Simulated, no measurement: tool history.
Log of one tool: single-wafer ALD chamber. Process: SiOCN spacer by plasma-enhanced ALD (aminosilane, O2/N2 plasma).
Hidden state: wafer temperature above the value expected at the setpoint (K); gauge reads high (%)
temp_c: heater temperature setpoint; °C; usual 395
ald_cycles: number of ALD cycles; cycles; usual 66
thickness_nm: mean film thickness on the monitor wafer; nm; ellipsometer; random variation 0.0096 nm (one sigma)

run	hour	temp_c	ald_cycles	wafers since the last listed run	hours since the last thermocouple change	hours since the gauge calibration	read-back reference wafer on the same gauge, thickness_nm	thickness_nm
1	0	395	66	0	1869.5	211.2	3.806	3.864
2	17.8	395	66	76	1887.3	229	3.815	3.868
3	30	395	66	52	1899.5	241.2	3.812	3.86
4	46.5	395	66	70	1916	257.7	3.813	3.867
5	58	395	66	49	1927.5	269.2	3.819	3.86
6	73.3	395	66	65	1942.8	284.5	3.823	3.858
7	87.4	395	66	60	1956.9	298.6	3.822	3.87
8	96.4	395	66	38	1965.9	307.6	3.824	3.873
9	111	391	66	62	1980.5	322.2	3.828	3.865
10	119.7	395	66	37	1989.2	330.9	3.829	3.862
11	126.1	395	66	27	1995.6	337.3	3.826	3.891
12	139.7	395	66	58	2009.2	350.9	3.83	3.877
13	148.7	407	66	38	2018.2	359.9	3.83	3.794
14	157.7	407	66	38	2027.2	368.9	3.83	3.791
15	163.8	395	66	26	2033.3	375	3.837	3.894
16	176.2	395	66	53	2045.7	387.4	3.837	3.862
17	185.5	395	66	39	2055	396.7	3.841	3.901
18	202.8	395	66	73	2072.3	414	3.841	3.889
19	214.6	395	66	50	2084.1	425.8	3.85	3.88
20	221.8	395	66	30	2091.3	433	3.842	3.897
21	228.3	399	55	27	2097.8	439.5	3.845	3.244
22	242.8	400	66	62	2112.3	454	3.853	3.889
23	266	395	66	99	2135.5	477.2	3.861	3.901
24	274.1	395	66	34	2143.6	485.3	3.856	3.887
25	282.4	395	66	35	2151.9	493.6	3.864	3.913
26	291.5	399	71	38	2161	502.7	3.864	4.197
27	308.7	409	61	73	2178.2	519.9	3.863	3.514
28	321.7	395	60	55	2191.2	532.9	3.87	3.569
# hour 338.7: gauge calibrated
# hour 354.6: thermocouple changed; heater temperature recalibrated
29	356.5	395	74	114	1.9	17.8	3.801	4.307
30	366.3	395	66	41	11.7	27.6	3.802	3.838
31	380	404	59	58	25.4	41.3	3.799	3.383
32	386.9	395	66	29	32.3	48.2	3.805	3.844
33	397.2	409	59	44	42.6	58.5	3.798	3.351
34	414.8	404	59	75	60.2	76.1	3.807	3.402
35	424.9	395	77	43	70.3	86.2	3.805	4.514
36	443.5	395	66	79	88.9	104.8	3.802	3.857
37	455.1	386	57	49	100.5	116.4	3.805	3.323
38	463.7	395	56	36	109.1	125	3.802	3.264
39	478.6	408	55	63	124	139.9	3.805	3.134
40	495.5	401	66	72	140.9	156.8	3.803	3.849

What the log doesn't show, run by run:
wafer temperature above the value expected at the setpoint (K): 0 in every run
H1: gauge reads high (%)
run	H1
1	0.00622
2	0.0594
3	0.0983
4	0.154
5	0.195
6	0.253
7	0.308
8	0.345
9	0.408
10	0.446
11	0.475
12	0.539
13	0.582
14	0.627
15	0.657
16	0.722
17	0.771
18	0.866
19	0.933
20	0.975
21	1.01
22	1.1
23	1.25
24	1.3
25	1.36
26	1.42
27	1.54
28	1.63
29	-0.224
30	-0.221
31	-0.215
32	-0.211
33	-0.203
34	-0.187
35	-0.176
36	-0.152
37	-0.134
38	-0.12
39	-0.0936
40	-0.0596
